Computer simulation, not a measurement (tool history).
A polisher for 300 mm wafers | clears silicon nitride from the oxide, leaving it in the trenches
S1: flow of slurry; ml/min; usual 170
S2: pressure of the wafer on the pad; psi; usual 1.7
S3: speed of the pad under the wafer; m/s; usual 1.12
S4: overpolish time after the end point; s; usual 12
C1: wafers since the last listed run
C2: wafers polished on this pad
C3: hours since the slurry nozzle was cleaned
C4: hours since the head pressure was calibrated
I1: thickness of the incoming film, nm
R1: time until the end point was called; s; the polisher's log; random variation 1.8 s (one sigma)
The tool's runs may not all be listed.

run,hour,S1,S2,S3,S4,C1,C2,C3,C4,I1,R1
1,0,125,1.7,1.12,12,0,295,104.4,990.9,45,97
2,30.3,125,1.7,1.12,12,274,570,134.7,1021.2,44.4,103.2
3,71.8,195,2.1,1.12,12,376,946,176.2,1062.7,44.1,75.2
# hour 91.6: head pressure recalibrated
4,120.1,195,2.1,1.12,12,419,1366,224.5,28.5,45.5,80.8
5,179.1,170,1.7,1.12,12,535,1901,283.5,87.5,44.3,99.5
6,229.4,170,1.8,1.12,12,456,2357,333.8,137.8,45.3,106.4
# hour 285.2: slurry nozzle cleaned
# hour 293: worn pad replaced by a new one
7,332.4,170,1.8,1.12,12,888,357,47.2,240.8,45.3,91
8,370,170,1.7,1.12,12,341,698,84.8,278.4,45.1,91.3
9,427.3,170,1.7,1.44,12,519,1217,142.1,335.7,45.5,76.3
10,521.9,170,1.7,1.12,12,858,2075,236.7,430.3,45,103.9
11,567.7,170,1.7,1.12,12,415,2491,282.5,476.1,45.7,117.1
# hour 574.1: worn pad replaced by a new one
12,595.4,170,1.7,1.12,12,214,193,310.2,503.8,45,100.8
# hour 598.8: slurry nozzle cleaned
13,663.9,170,1.7,1.32,12,612,805,65.1,572.3,45.1,79
14,769.3,170,1.7,1.32,12,956,1761,170.5,677.7,45.4,88.5
15,801.2,170,1.7,1.32,12,289,2051,202.4,709.6,45,89.4
16,825.6,140,1.3,0.78,9,221,2272,226.8,734,45.2,202.7
17,854.1,170,1.7,1.32,12,258,2531,255.3,762.5,44.7,92.8
# hour 901.8: worn pad replaced by a new one
# hour 903.2: slurry nozzle cleaned
18,903.7,170,1.8,1.12,12,404,8,0.5,812.1,45,87.4
19,996.9,170,1.7,1.12,12,845,853,93.7,905.3,44.9,95
20,1023.6,210,1.5,1.22,12,242,1095,120.4,932,44.8,96.8
21,1054.6,195,1.2,0.9,8,281,1376,151.4,963,44.9,166.7
22,1082.7,120,1.2,1.42,17,254,1631,179.5,991.1,44.9,125.5
# hour 1101.1: head pressure recalibrated
23,1114,170,1.7,1.12,18,265,1897,210.8,12.9,44.8,105.6
# hour 1163.7: worn pad replaced by a new one
24,1173.7,185,1.7,0.76,12,505,90,270.5,72.6,44.8,140.1
25,1205.8,170,1.7,1.12,12,291,381,302.6,104.7,45,98.4
# hour 1251.4: slurry nozzle cleaned
26,1266.1,225,1.3,1.34,16,537,919,14.7,165,45.6,98.3
27,1291,185,2.2,1.46,9,225,1145,39.6,189.9,45.9,57.7
28,1361.3,170,1.7,1.12,12,637,1782,109.9,260.2,44.5,96.3
29,1393.2,125,1.5,0.94,7,289,2072,141.8,292.1,44.7,141.1
# hour 1426.2: worn pad replaced by a new one
30,1462.7,170,2.2,1.12,15,594,330,211.3,361.6,45.3,73.2

The tool's hidden state at each run:
deviation of the head's pressure from its setpoint, %: 0 in every run
H1: removal rate lost through wear of the pad, %
H2: slurry flow missing at the pad, %
run,H1,H2
1,0.5,14.2
2,0.906,17.7
3,1.88,22.6
4,3.62,28.3
5,6.63,35.2
6,9.97,41.1
7,0.249,6.67
8,0.862,11.1
9,2.56,17.8
10,7.38,28.9
11,10.6,34.3
12,0.659,37.5
13,1.73,10.9
14,5.94,23.3
15,7.83,27
16,9.47,29.9
17,11.6,33.2
18,1.4,2.38
19,2.67,13.3
20,3.48,16.4
21,4.67,20.1
22,5.99,23.4
23,7.71,27
24,0.0153,34.1
25,0.249,37.8
26,1.47,2.5
27,2.27,5.42
28,5.47,13.7
29,7.38,17.4
30,0.555,25.6
